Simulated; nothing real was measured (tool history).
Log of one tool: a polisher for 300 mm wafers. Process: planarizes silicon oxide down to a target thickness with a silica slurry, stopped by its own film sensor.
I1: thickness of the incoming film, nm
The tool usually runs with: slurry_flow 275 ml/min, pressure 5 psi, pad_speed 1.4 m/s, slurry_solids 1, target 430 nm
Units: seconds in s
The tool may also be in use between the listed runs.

run 1 hour=0 | slurry_flow=275 pressure=4 pad_speed=1.4 slurry_solids=0.9 target=430 | I1=806.3 | seconds=99.8
run 2 hour=32.7 | slurry_flow=275 pressure=5 pad_speed=1.4 slurry_solids=1 target=430 | I1=802.2 | seconds=75.5
run 3 hour=48.9 | slurry_flow=275 pressure=5 pad_speed=1.4 slurry_solids=1 target=430 | I1=805 | seconds=80
-- hour=84.6 worn pad replaced by a new one
run 4 hour=85.1 | slurry_flow=275 pressure=5 pad_speed=1.4 slurry_solids=1 target=430 | I1=808.4 | seconds=81
run 5 hour=108.6 | slurry_flow=275 pressure=5 pad_speed=1.4 slurry_solids=1 target=430 | I1=801.1 | seconds=78.9
run 6 hour=142.4 | slurry_flow=275 pressure=5 pad_speed=1.4 slurry_solids=1 target=430 | I1=815.1 | seconds=79.6
run 7 hour=171.5 | slurry_flow=275 pressure=5 pad_speed=1.4 slurry_solids=1 target=430 | I1=803.1 | seconds=78.5
run 8 hour=189.8 | slurry_flow=275 pressure=5 pad_speed=1.4 slurry_solids=1 target=375 | I1=810.8 | seconds=91.4
-- hour=209.6 slurry blender recalibrated
-- hour=213.9 conditioning disc replaced and pad reconditioned
-- hour=217.7 worn pad replaced by a new one
run 9 hour=218.2 | slurry_flow=275 pressure=5 pad_speed=1.4 slurry_solids=1 target=375 | I1=798.6 | seconds=88.8
run 10 hour=244.7 | slurry_flow=275 pressure=5 pad_speed=1.4 slurry_solids=1 target=430 | I1=803.4 | seconds=77.6
run 11 hour=300.4 | slurry_flow=230 pressure=5 pad_speed=1.78 slurry_solids=1 target=430 | I1=816 | seconds=67.4
run 12 hour=323.7 | slurry_flow=275 pressure=6.2 pad_speed=1.4 slurry_solids=1.25 target=430 | I1=810.7 | seconds=61.9
-- hour=346.4 worn pad replaced by a new one
run 13 hour=350.2 | slurry_flow=245 pressure=5 pad_speed=1.4 slurry_solids=1 target=430 | I1=813 | seconds=80.4
-- hour=361.6 slurry nozzle cleaned
run 14 hour=374.5 | slurry_flow=245 pressure=5 pad_speed=1.4 slurry_solids=0.9 target=430 | I1=815.2 | seconds=87.5
run 15 hour=399.5 | slurry_flow=275 pressure=5 pad_speed=1.4 slurry_solids=1 target=430 | I1=816.5 | seconds=78.3
run 16 hour=433 | slurry_flow=275 pressure=5 pad_speed=1.4 slurry_solids=1 target=430 | I1=807.9 | seconds=78.1
-- hour=464.4 worn pad replaced by a new one
-- hour=465.3 head pressure recalibrated
run 17 hour=465.8 | slurry_flow=275 pressure=3.5 pad_speed=1.4 slurry_solids=1 target=336 | I1=803.1 | seconds=138.2
run 18 hour=494.5 | slurry_flow=275 pressure=5 pad_speed=1.4 slurry_solids=1 target=430 | I1=798.9 | seconds=75.3
run 19 hour=520.3 | slurry_flow=230 pressure=3.9 pad_speed=1.82 slurry_solids=1 target=523 | I1=823.4 | seconds=66.6
run 20 hour=571.5 | slurry_flow=275 pressure=6.6 pad_speed=1.4 slurry_solids=1 target=496 | I1=810.5 | seconds=50.5
-- hour=577.1 worn pad replaced by a new one
-- hour=579.9 slurry blender recalibrated
run 21 hour=584.6 | slurry_flow=275 pressure=5 pad_speed=1.4 slurry_solids=1 target=430 | I1=794 | seconds=77.4

Below are 3 alternative next runs, each starting from the tool's condition after run 21. Predict each:
run A hour=585 | slurry_flow=275 pressure=5 pad_speed=1.4 slurry_solids=1 target=430 | I1=812.2 | seconds=?
run B hour=585 | slurry_flow=275 pressure=6.8 pad_speed=1.4 slurry_solids=1.15 target=430 | I1=812.2 | seconds=?
run C hour=585 | slurry_flow=310 pressure=5 pad_speed=1.24 slurry_solids=1 target=430 | I1=812.2 | seconds=?

run=A seconds=82.6
run=B seconds=57.6
run=C seconds=90
Had the tool no hidden state, the same runs would have come out as:
run=A seconds=82.6
run=B seconds=57.6
run=C seconds=90

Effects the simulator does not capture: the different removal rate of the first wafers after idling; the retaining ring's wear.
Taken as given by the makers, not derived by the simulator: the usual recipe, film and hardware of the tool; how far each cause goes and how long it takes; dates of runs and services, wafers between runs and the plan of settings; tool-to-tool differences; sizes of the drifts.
